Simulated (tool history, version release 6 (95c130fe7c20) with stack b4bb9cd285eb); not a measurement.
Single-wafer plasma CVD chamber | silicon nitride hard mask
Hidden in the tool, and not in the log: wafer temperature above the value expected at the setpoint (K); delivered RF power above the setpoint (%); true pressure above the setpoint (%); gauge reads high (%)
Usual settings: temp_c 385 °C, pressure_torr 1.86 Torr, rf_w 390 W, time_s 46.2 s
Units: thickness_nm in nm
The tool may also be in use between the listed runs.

| run | day | temp_c | pressure_torr | rf_w | time_s | wafers since the last listed run | hours since the last thermocouple change | hours since the last RF generator calibration | hours since the last manometer calibration | hours since the showerhead was replaced | hours since the gauge calibration | read-back reference wafer on the same gauge, thickness_nm | thickness_nm |
|---|---|---|---|---|---|---|---|---|---|---|---|---|---|
| 1 | 0.000 | 385 | 1.86 | 390 | 46.2 | 0 | 827.3 | 2066.7 | 1121.7 | 7612.6 | 183.3 | 67.304 | 62.767 |
| 2 | 0.675 | 385 | 1.86 | 390 | 46.2 | 236 | 843.5 | 2082.9 | 1137.9 | 7628.8 | 199.5 | 67.297 | 62.747 |
| 3 | 1.188 | 385 | 1.86 | 390 | 46.2 | 179 | 855.8 | 2095.2 | 1150.2 | 7641.1 | 211.8 | 67.350 | 62.699 |
| 4 | 1.508 | 385 | 1.86 | 390 | 39.5 | 112 | 863.5 | 2102.9 | 1157.9 | 7648.8 | 219.5 | 67.272 | 53.384 |
| 5 | 2.225 | 385 | 1.86 | 390 | 39.5 | 251 | 880.7 | 2120.1 | 1175.1 | 7666.0 | 236.7 | 67.317 | 53.698 |
| 6 | 2.879 | 385 | 1.86 | 390 | 48.9 | 229 | 896.4 | 2135.8 | 1190.8 | 7681.7 | 252.4 | 67.323 | 66.170 |
| 7 | 3.175 | 385 | 1.86 | 390 | 48.9 | 103 | 903.5 | 2142.9 | 1197.9 | 7688.8 | 259.5 | 67.325 | 66.062 |
| 8 | 3.896 | 385 | 1.86 | 410 | 46.2 | 252 | 920.8 | 2160.2 | 1215.2 | 7706.1 | 276.8 | 67.305 | 64.799 |
| 9 | 4.175 | 385 | 1.86 | 390 | 49.8 | 97 | 927.5 | 2166.9 | 1221.9 | 7712.8 | 283.5 | 67.265 | 67.251 |
|  | 5.012 | capacitance manometer re-zeroed and calibrated |
| 10 | 5.033 | 385 | 1.86 | 390 | 49.8 | 184 | 948.1 | 2187.5 | 0.5 | 7733.4 | 304.1 | 67.293 | 67.163 |
| 11 | 5.262 | 385 | 1.86 | 390 | 49.8 | 80 | 953.6 | 2193.0 | 6.0 | 7738.9 | 309.6 | 67.298 | 67.123 |
| 12 | 5.650 | 377 | 1.86 | 390 | 46.2 | 135 | 962.9 | 2202.3 | 15.3 | 7748.2 | 318.9 | 67.307 | 62.408 |
| 13 | 5.942 | 377 | 1.86 | 390 | 46.2 | 102 | 969.9 | 2209.3 | 22.3 | 7755.2 | 325.9 | 67.276 | 62.399 |
| 14 | 6.229 | 385 | 1.86 | 390 | 46.2 | 100 | 976.8 | 2216.2 | 29.2 | 7762.1 | 332.8 | 67.306 | 62.252 |
| 15 | 6.642 | 385 | 1.86 | 390 | 46.2 | 144 | 986.7 | 2226.1 | 39.1 | 7772.0 | 342.7 | 67.258 | 62.062 |
| 16 | 7.288 | 385 | 2.02 | 390 | 46.2 | 226 | 1002.2 | 2241.6 | 54.6 | 7787.5 | 358.2 | 67.278 | 64.271 |
|  | 7.633 | gauge calibrated |
|  | 7.871 | thermocouple changed; heater temperature recalibrated |
| 17 | 7.933 | 385 | 2.20 | 360 | 46.2 | 109 | 1.5 | 2257.1 | 70.1 | 7803.0 | 7.2 | 67.309 | 62.282 |
| 18 | 8.512 | 381 | 2.13 | 425 | 49.9 | 203 | 15.4 | 2271.0 | 84.0 | 7816.9 | 21.1 | 67.301 | 75.628 |
| 19 | 8.954 | 385 | 1.86 | 390 | 49.8 | 154 | 26.0 | 2281.6 | 94.6 | 7827.5 | 31.7 | 67.276 | 66.849 |
|  | 9.575 | showerhead replaced |
|  | 9.804 | RF generator calibrated |
| 20 | 9.825 | 385 | 1.51 | 410 | 46.2 | 108 | 46.9 | 0.5 | 115.5 | 6.0 | 52.6 | 67.289 | 62.036 |
| 21 | 9.842 | 391 | 1.86 | 390 | 53.5 | 5 | 47.3 | 0.9 | 115.9 | 6.4 | 53.0 | 67.359 | 76.488 |
| 22 | 10.329 | 385 | 1.86 | 450 | 40.1 | 171 | 59.0 | 12.6 | 127.6 | 18.1 | 64.7 | 67.332 | 63.515 |
| 23 | 10.862 | 385 | 1.86 | 390 | 48.8 | 187 | 71.8 | 25.4 | 140.4 | 30.9 | 77.5 | 67.289 | 70.322 |
| 24 | 11.529 | 385 | 1.86 | 390 | 49.0 | 233 | 87.8 | 41.4 | 156.4 | 46.9 | 93.5 | 67.276 | 70.292 |
| 25 | 12.104 | 391 | 1.86 | 390 | 53.5 | 201 | 101.6 | 55.2 | 170.2 | 60.7 | 107.3 | 67.314 | 76.452 |
| 26 | 12.667 | 393 | 1.99 | 390 | 52.6 | 197 | 115.1 | 68.7 | 183.7 | 74.2 | 120.8 | 67.353 | 77.383 |

Forecast each of these 5 alternatives for the next run:
| A | 12.683 | 385 | 1.86 | 390 | 46.2 | 5 | 115.5 | 69.1 | 184.1 | 74.6 | 121.2 | ? | ? |
| B | 12.683 | 374 | 2.07 | 390 | 46.2 | 5 | 115.5 | 69.1 | 184.1 | 74.6 | 121.2 | ? | ? |
| C | 12.683 | 395 | 1.63 | 455 | 38.9 | 5 | 115.5 | 69.1 | 184.1 | 74.6 | 121.2 | ? | ? |
| D | 12.683 | 385 | 2.17 | 325 | 46.2 | 5 | 115.5 | 69.1 | 184.1 | 74.6 | 121.2 | ? | ? |
| E | 12.683 | 399 | 1.46 | 340 | 42.8 | 5 | 115.5 | 69.1 | 184.1 | 74.6 | 121.2 | ? | ? |

| run | read-back reference wafer on the same gauge, thickness_nm | thickness_nm |
|---|---|---|
| A | 67.290 | 66.421 |
| B | 67.290 | 69.694 |
| C | 67.290 | 58.145 |
| D | 67.290 | 61.445 |
| E | 67.290 | 48.777 |
Without the tool's hidden state the same runs would have given:
| run | thickness_nm |
|---|---|
| A | 66.674 |
| B | 69.959 |
| C | 58.350 |
| D | 61.689 |
| E | 48.968 |
